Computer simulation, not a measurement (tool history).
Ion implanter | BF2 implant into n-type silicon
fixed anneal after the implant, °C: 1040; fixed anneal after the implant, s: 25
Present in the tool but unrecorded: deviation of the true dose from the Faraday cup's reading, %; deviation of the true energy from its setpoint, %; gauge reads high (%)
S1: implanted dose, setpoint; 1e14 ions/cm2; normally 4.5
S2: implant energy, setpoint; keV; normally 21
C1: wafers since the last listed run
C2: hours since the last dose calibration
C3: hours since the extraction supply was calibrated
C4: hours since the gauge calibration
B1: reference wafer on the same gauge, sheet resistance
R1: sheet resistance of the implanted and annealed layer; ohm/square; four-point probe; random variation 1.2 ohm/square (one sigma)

Run 1, hour 0: usual settings; C1 0; C2 781.2; C3 5533; C4 745.7; B1 293.31. Result: R1 250.75 ohm/square.
Run 2, hour 58.2: usual settings but S2 25 keV; C1 930; C2 839.4; C3 5591.2; C4 803.9; B1 292.75. Result: R1 247.48 ohm/square.
Run 3, hour 82: usual settings but S2 25 keV; C1 380; C2 863.2; C3 5615; C4 827.7; B1 292.67. Result: R1 246.42 ohm/square.
Run 4, hour 112.8: usual settings but S2 25 keV; C1 492; C2 894; C3 5645.8; C4 858.5; B1 293.02. Result: R1 245.84 ohm/square.
Run 5, hour 141.9: usual settings but S1 4.18 1e14 ions/cm2; C1 465; C2 923.1; C3 5674.9; C4 887.6; B1 293.04. Result: R1 267.84 ohm/square.
Run 6, hour 163.1: usual settings but S1 4.18 1e14 ions/cm2; C1 339; C2 944.3; C3 5696.1; C4 908.8; B1 293.2. Result: R1 265.02 ohm/square.
Run 7, hour 177.4: usual settings but S1 4.18 1e14 ions/cm2; C1 228; C2 958.6; C3 5710.4; C4 923.1; B1 293.36. Result: R1 266 ohm/square.
Run 8, hour 273.7: usual settings; C1 1539; C2 1054.9; C3 5806.7; C4 1019.4; B1 293.36. Result: R1 247.62 ohm/square.
Run 9, hour 296.9: usual settings; C1 370; C2 1078.1; C3 5829.9; C4 1042.6; B1 292.32. Result: R1 247.7 ohm/square.
Run 10, hour 312.3: usual settings but S1 4.84 1e14 ions/cm2, S2 24 keV; C1 246; C2 1093.5; C3 5845.3; C4 1058; B1 293.12. Result: R1 230.57 ohm/square.
At hour 325: Faraday cup replaced and dose calibrated.
Run 11, hour 345.9: usual settings but S1 4.84 1e14 ions/cm2, S2 24 keV; C1 409; C2 20.9; C3 5878.9; C4 1091.6; B1 293.05. Result: R1 236.96 ohm/square.
Run 12, hour 358: usual settings but S2 17 keV; C1 193; C2 33; C3 5891; C4 1103.7; B1 292.88. Result: R1 261.8 ohm/square.
Run 13, hour 376.9: usual settings; C1 302; C2 51.9; C3 5909.9; C4 1122.6; B1 293.31. Result: R1 257.19 ohm/square.
Run 14, hour 391.8: usual settings; C1 238; C2 66.8; C3 5924.8; C4 1137.5; B1 292.71. Result: R1 256.57 ohm/square.
Run 15, hour 404: usual settings; C1 195; C2 79; C3 5937; C4 1149.7; B1 292.93. Result: R1 257.69 ohm/square.
At hour 424.2: extraction supply calibrated.
Run 16, hour 424.7: usual settings but S2 19 keV; C1 203; C2 99.7; C3 0.5; C4 1170.4; B1 293.05. Result: R1 260.5 ohm/square.
At hour 436.3: gauge calibrated.
Run 17, hour 439.1: usual settings; C1 230; C2 114.1; C3 14.9; C4 2.8; B1 292.76. Result: R1 256.73 ohm/square.
Run 18, hour 451.8: usual settings; C1 203; C2 126.8; C3 27.6; C4 15.5; B1 293.2. Result: R1 256.55 ohm/square.
Run 19, hour 480.1: usual settings but S1 3.36 1e14 ions/cm2, S2 14 keV; C1 452; C2 155.1; C3 55.9; C4 43.8; B1 293.56. Result: R1 345.23 ohm/square.
Run 20, hour 513: usual settings but S1 5.81 1e14 ions/cm2, S2 26.5 keV; C1 526; C2 188; C3 88.8; C4 76.7; B1 293.42. Result: R1 203.33 ohm/square.
Run 21, hour 539.7: usual settings but S1 5.2 1e14 ions/cm2, S2 15 keV; C1 426; C2 214.7; C3 115.5; C4 103.4; B1 292.65. Result: R1 239.73 ohm/square.
Run 22, hour 555.9: usual settings; C1 259; C2 230.9; C3 131.7; C4 119.6; B1 293.03. Result: R1 257.14 ohm/square.
Run 23, hour 590.5: usual settings but S1 5.09 1e14 ions/cm2, S2 15.5 keV; C1 553; C2 265.5; C3 166.3; C4 154.2; B1 293.27. Result: R1 241.76 ohm/square.
Run 24, hour 603.4: usual settings but S1 5.43 1e14 ions/cm2, S2 18 keV; C1 206; C2 278.4; C3 179.2; C4 167.1; B1 292.7. Result: R1 224.19 ohm/square.
Run 25, hour 617.8: usual settings but S1 3.85 1e14 ions/cm2; C1 230; C2 292.8; C3 193.6; C4 181.5; B1 293.27. Result: R1 293 ohm/square.
Run 26, hour 637.4: usual settings but S1 5.27 1e14 ions/cm2, S2 17 keV; C1 313; C2 312.4; C3 213.2; C4 201.1; B1 292.96. Result: R1 231.68 ohm/square.
Run 27, hour 670.2: usual settings but S1 3.22 1e14 ions/cm2, S2 25 keV; C1 524; C2 345.2; C3 246; C4 233.9; B1 292.76. Result: R1 334.3 ohm/square.
Run 28, hour 686.9: usual settings but S1 4.13 1e14 ions/cm2, S2 15 keV; C1 267; C2 361.9; C3 262.7; C4 250.6; B1 293.11. Result: R1 285.63 ohm/square.
Run 29, hour 722.9: usual settings but S1 3.68 1e14 ions/cm2, S2 14.5 keV; C1 575; C2 397.9; C3 298.7; C4 286.6; B1 293.3. Result: R1 313.56 ohm/square.
Run 30, hour 743.6: usual settings but S1 3.74 1e14 ions/cm2, S2 26.5 keV; C1 331; C2 418.6; C3 319.4; C4 307.3; B1 292.99. Result: R1 292.93 ohm/square.
Run 31, hour 766.9: usual settings but S1 3.77 1e14 ions/cm2, S2 14.5 keV; C1 372; C2 441.9; C3 342.7; C4 330.6; B1 292.95. Result: R1 308.81 ohm/square.
Run 32, hour 787.8: usual settings but S1 4.99 1e14 ions/cm2, S2 18.5 keV; C1 334; C2 462.8; C3 363.6; C4 351.5; B1 292.51. Result: R1 238.11 ohm/square.
Run 33, hour 811.4: usual settings but S1 3.19 1e14 ions/cm2, S2 15 keV; C1 377; C2 486.4; C3 387.2; C4 375.1; B1 292.97. Result: R1 354 ohm/square.
Run 34, hour 829.1: usual settings but S1 4.9 1e14 ions/cm2, S2 14.5 keV; C1 283; C2 504.1; C3 404.9; C4 392.8; B1 293.1. Result: R1 250.2 ohm/square.
Run 35, hour 848.7: usual settings but S2 27.5 keV; C1 313; C2 523.7; C3 424.5; C4 412.4; B1 292.79. Result: R1 248.48 ohm/square.
Run 36, hour 869.2: usual settings; C1 327; C2 544.2; C3 445; C4 432.9; B1 293.07. Result: R1 256.17 ohm/square.
Run 37, hour 882.3: usual settings; C1 209; C2 557.3; C3 458.1; C4 446; B1 293.51. Result: R1 254.43 ohm/square.

4 ways to go on from here, each from the tool as it stands after run 37. What would each give?
Run A, hour 882.7: usual settings; C1 6; C2 557.7; C3 458.5; C4 446.4; B1 ?. Result: R1 ?.
Run B, hour 882.7: usual settings but S1 5.55 1e14 ions/cm2, S2 28 keV; C1 6; C2 557.7; C3 458.5; C4 446.4; B1 ?. Result: R1 ?.
Run C, hour 882.7: usual settings but S1 3.26 1e14 ions/cm2, S2 16 keV; C1 6; C2 557.7; C3 458.5; C4 446.4; B1 ?. Result: R1 ?.
Run D, hour 882.7: usual settings but S2 26 keV; C1 6; C2 557.7; C3 458.5; C4 446.4; B1 ?. Result: R1 ?.

run      B1      R1
  A  293.61  253.37
  B  293.61  206.93
  C  293.61  341.59
  D  293.61   248.6
The same runs, with their run-to-run variation unchanged, on a tool lacking any hidden condition would have given:
run      R1
  A  256.02
  B   209.1
  C  345.23
  D  251.23

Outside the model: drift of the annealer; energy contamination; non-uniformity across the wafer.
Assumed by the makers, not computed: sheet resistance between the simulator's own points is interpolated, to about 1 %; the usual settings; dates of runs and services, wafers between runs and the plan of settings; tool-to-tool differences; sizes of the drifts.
